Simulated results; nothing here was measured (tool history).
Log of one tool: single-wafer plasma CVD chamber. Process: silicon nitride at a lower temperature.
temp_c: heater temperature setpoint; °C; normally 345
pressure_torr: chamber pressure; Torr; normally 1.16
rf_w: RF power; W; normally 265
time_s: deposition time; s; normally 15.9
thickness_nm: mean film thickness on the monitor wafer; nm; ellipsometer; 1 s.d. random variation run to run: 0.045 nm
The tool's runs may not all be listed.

run	day	temp_c	pressure_torr	rf_w	time_s	read-back reference wafer on the same gauge, thickness_nm	thickness_nm
1	0	345	1.16	265	15.9	15.369	15.57
2	2.692	345	1.16	265	15.9	15.378	15.591
3	4.321	345	1.16	265	15.9	15.401	15.669
# day 5.017: thermocouple changed; heater temperature recalibrated
# day 6.588: RF generator calibrated
4	7.433	345	1.16	265	15.9	15.383	16.166
5	11.921	358	1.16	310	15.9	15.381	18.554
6	15.821	345	1.16	265	15.9	15.394	16.083
7	19.6	333	1.38	240	16.7	15.402	15.915
# day 20.654: gauge calibrated
8	27.962	345	1.16	265	15.9	15.416	16.01
9	30.854	350	1.16	245	15.9	15.382	14.767
10	32.575	350	1.16	265	15.9	15.396	16.026
11	34.162	345	1.16	265	18.5	15.386	18.628
12	36.642	334	1.16	235	14.2	15.398	12.694
13	38.796	345	1.16	265	15.9	15.393	15.957
14	41.196	345	1.28	265	15.9	15.4	16.257
15	45.433	350	0.88	290	14.9	15.403	15.465
16	48.592	341	1.41	315	13.7	15.41	16.548
# day 51.633: capacitance manometer re-zeroed and calibrated
17	56.492	345	1.16	315	15.9	15.408	18.279
18	58.979	340	0.97	265	12.8	15.401	12.176
19	62.321	345	1.16	265	15.9	15.415	15.611
20	66.521	345	1.16	265	15.9	15.374	15.569
21	68.204	350	1.25	305	13.4	15.402	15.101
# day 69.392: RF generator calibrated
22	71.475	345	1.16	265	15.9	15.404	16.198
23	75.525	351	1.39	230	18.3	15.393	16.58
24	77.962	339	1.16	265	14.7	15.398	14.961
25	82.233	345	1.16	265	13.3	15.385	13.478
26	85.929	337	1.16	265	15.9	15.401	16.059
# day 93.583: thermocouple changed; heater temperature recalibrated
27	95.408	334	1.25	265	14.6	15.402	14.974
28	97.058	358	0.87	215	17	15.394	13.037
29	100.579	345	0.98	235	15.9	15.42	13.652

Branching from run 29: 3 alternative next runs. What would each branch give?
A	100.596	345	1.16	295	15.9	?	?
B	100.596	356	1.32	265	13.2	?	?
C	100.596	358	0.88	290	15.9	?	?

run	read-back reference wafer on the same gauge, thickness_nm	thickness_nm
A	15.414	17.623
B	15.414	13.5
C	15.414	16.424
Had the tool no hidden state, the same runs would have come out as:
run	thickness_nm
A	17.728
B	13.595
C	16.516
